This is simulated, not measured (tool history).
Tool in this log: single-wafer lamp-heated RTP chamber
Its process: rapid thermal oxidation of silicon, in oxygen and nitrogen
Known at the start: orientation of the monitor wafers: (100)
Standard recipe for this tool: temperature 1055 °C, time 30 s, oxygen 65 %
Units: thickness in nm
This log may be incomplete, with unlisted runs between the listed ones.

run    hour  temperature  time  oxygen  wafers since the last listed run  wafers since the last pyrometer calibration  hours since the oxygen flow controller was replaced  hours since the gauge calibration  read-back reference wafer on the same gauge, thickness  thickness
  1     0.0         1073    30      65                                 0                                          615                                                620.1                             1762.2                                                   5.771      6.357
  2    91.8         1073    30      65                               773                                         1388                                                711.9                             1854.0                                                   5.770      6.386
  3   163.5         1073    30      65                               603                                         1992                                                783.6                             1925.7                                                   5.769      6.485
  4   249.3         1055    30      65                               722                                         2715                                                869.4                             2011.5                                                   5.770      5.791
  5   350.5         1055    30      65                               852                                         3567                                                970.6                             2112.7                                                   5.785      5.812
  6   390.5         1055    30      65                               336                                         3904                                               1010.6                             2152.7                                                   5.773      5.747
      410.0  -- pyrometer window cleaned and pyrometer calibrated
  7   467.3         1044    30      65                               579                                          482                                               1087.4                             2229.5                                                   5.786      5.187
  8   545.6         1044    30      65                               659                                         1141                                               1165.7                             2307.8                                                   5.769      5.256
  9   613.2         1070    30      65                               569                                         1711                                               1233.3                             2375.4                                                   5.776      6.269
 10   651.9         1070    30      65                               325                                         2037                                               1272.0                             2414.1                                                   5.781      6.335
 11   706.0         1048    30      65                               455                                         2493                                               1326.1                             2468.2                                                   5.779      5.452
 12   753.5         1048    30      65                               400                                         2893                                               1373.6                             2515.7                                                   5.789      5.423
 13   818.4         1055    30      65                               546                                         3439                                               1438.5                             2580.6                                                   5.790      5.713
 14   886.7         1055    30      82                               575                                         4015                                               1506.8                             2648.9                                                   5.781      6.287
      917.4  -- gauge calibrated
      931.6  -- pyrometer window cleaned and pyrometer calibrated
 15   932.1         1055    30      82                               315                                            4                                               1552.2                               14.7                                                   5.775      6.047
 16  1008.9         1055    35      65                               646                                          651                                               1629.0                               91.5                                                   5.775      6.036
 17  1115.6         1055    35      65                               898                                         1550                                               1735.7                              198.2                                                   5.780      6.114
 18  1154.2         1074    30      55                               325                                         1875                                               1774.3                              236.8                                                   5.781      6.068
 19  1209.9         1074    30      55                               469                                         2344                                               1830.0                              292.5                                                   5.787      6.135
 20  1286.2         1073    30      65                               642                                         2987                                               1906.3                              368.8                                                   5.780      6.504
 21  1357.1         1066    24      54                               597                                         3584                                               1977.2                              439.7                                                   5.783      5.338
     1453.4  -- pyrometer window cleaned and pyrometer calibrated
 22  1501.7         1076    41      65                              1150                                          407                                               2121.8                              584.3                                                   5.778      7.344
 23  1549.7         1055    30      65                               404                                          811                                               2169.8                              632.3                                                   5.779      5.656
 24  1596.9         1047    20      65                               397                                         1209                                               2217.0                              679.5                                                   5.778      4.572
 25  1648.6         1078    17      77                               435                                         1644                                               2268.7                              731.2                                                   5.786      5.557
 26  1705.3         1040    17      65                               477                                         2122                                               2325.4                              787.9                                                   5.775      4.127
 27  1807.1         1065    40      65                               857                                         2979                                               2427.2                              889.7                                                   5.784      6.933
     1888.8  -- oxygen flow controller replaced
 28  1900.1         1055    30      65                               716                                         3695                                                 11.3                              982.7                                                   5.779      5.806
     1946.5  -- pyrometer window cleaned and pyrometer calibrated
 29  1958.4         1055    30      79                               423                                          100                                                 69.6                             1041.0                                                   5.776      5.906
 30  2146.4         1070    30      65                              1583                                         1684                                                257.6                             1229.0                                                   5.788      6.299
 31  2193.1         1055    30      65                               393                                         2077                                                304.3                             1275.7                                                   5.780      5.709
 32  2261.3         1055    41      37                               574                                         2652                                                372.5                             1343.9                                                   5.777      5.391
 33  2351.0         1055    30      65                               755                                         3407                                                462.2                             1433.6                                                   5.779      5.742
 34  2438.5         1029    17      84                               737                                         4144                                                549.7                             1521.1                                                   5.774      4.215
     2463.5  -- pyrometer window cleaned and pyrometer calibrated
 35  2541.0         1055    30      91                               796                                          652                                                652.2                             1623.6                                                   5.784      6.344
 36  2625.8         1066    30      54                               714                                         1367                                                737.0                             1708.4                                                   5.778      5.726

Expected results for the next run?
 37  2701.4         1055    30      49                               636                                         2004                                                812.6                             1784.0                                                       ?          ?

{"run 37": {"read-back reference wafer on the same gauge, thickness": 5.779, "thickness": 5.225}}
Without the tool's hidden state the same run would have given thickness 5.060 nm.
